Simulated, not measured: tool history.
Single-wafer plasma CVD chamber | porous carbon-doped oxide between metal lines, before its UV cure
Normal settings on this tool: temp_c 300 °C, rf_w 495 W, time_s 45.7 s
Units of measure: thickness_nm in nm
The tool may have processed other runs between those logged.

run	day	temp_c	rf_w	time_s	read-back reference wafer on the same gauge, thickness_nm	thickness_nm
1	0	300	495	45.7	277.722	239.903
2	3.058	300	495	45.7	278.013	240.74
3	5.867	300	495	45.7	277.961	239.066
4	9	300	420	45.7	277.799	198.758
5	12.933	300	495	45.7	278.113	240.094
# day 14.429: RF generator calibrated
6	16.779	300	495	45.7	277.901	249.721
7	18.633	300	495	45.7	278.216	249.245
8	21.754	304	545	45.7	277.995	267.176
# day 23.521: gauge calibrated
9	25.517	313	440	52.5	277.997	233.805
# day 26.508: showerhead replaced
10	29.942	300	445	45.7	278.144	223.825
11	32.071	300	495	45.7	277.99	249.543
# day 34.35: thermocouple changed; heater temperature recalibrated
12	35.008	288	585	52.9	277.639	346.405
13	38.788	300	495	45.7	278.265	238.679
14	42.212	292	495	38.8	278.158	214.983
15	46.467	305	410	48.5	278.118	196.58

What if the next run were any one of these 3? Each begins from the tool's condition after run 15:
A	46.483	300	530	45.7	?	?
B	46.483	295	495	45.7	?	?
C	46.483	286	495	45.7	?	?

run	read-back reference wafer on the same gauge, thickness_nm	thickness_nm
A	278.08	254.429
B	278.08	245.915
C	278.08	260.583
Without the tool's unlogged condition, the same runs would have read:
run	thickness_nm
A	259.323
B	250.761
C	265.814
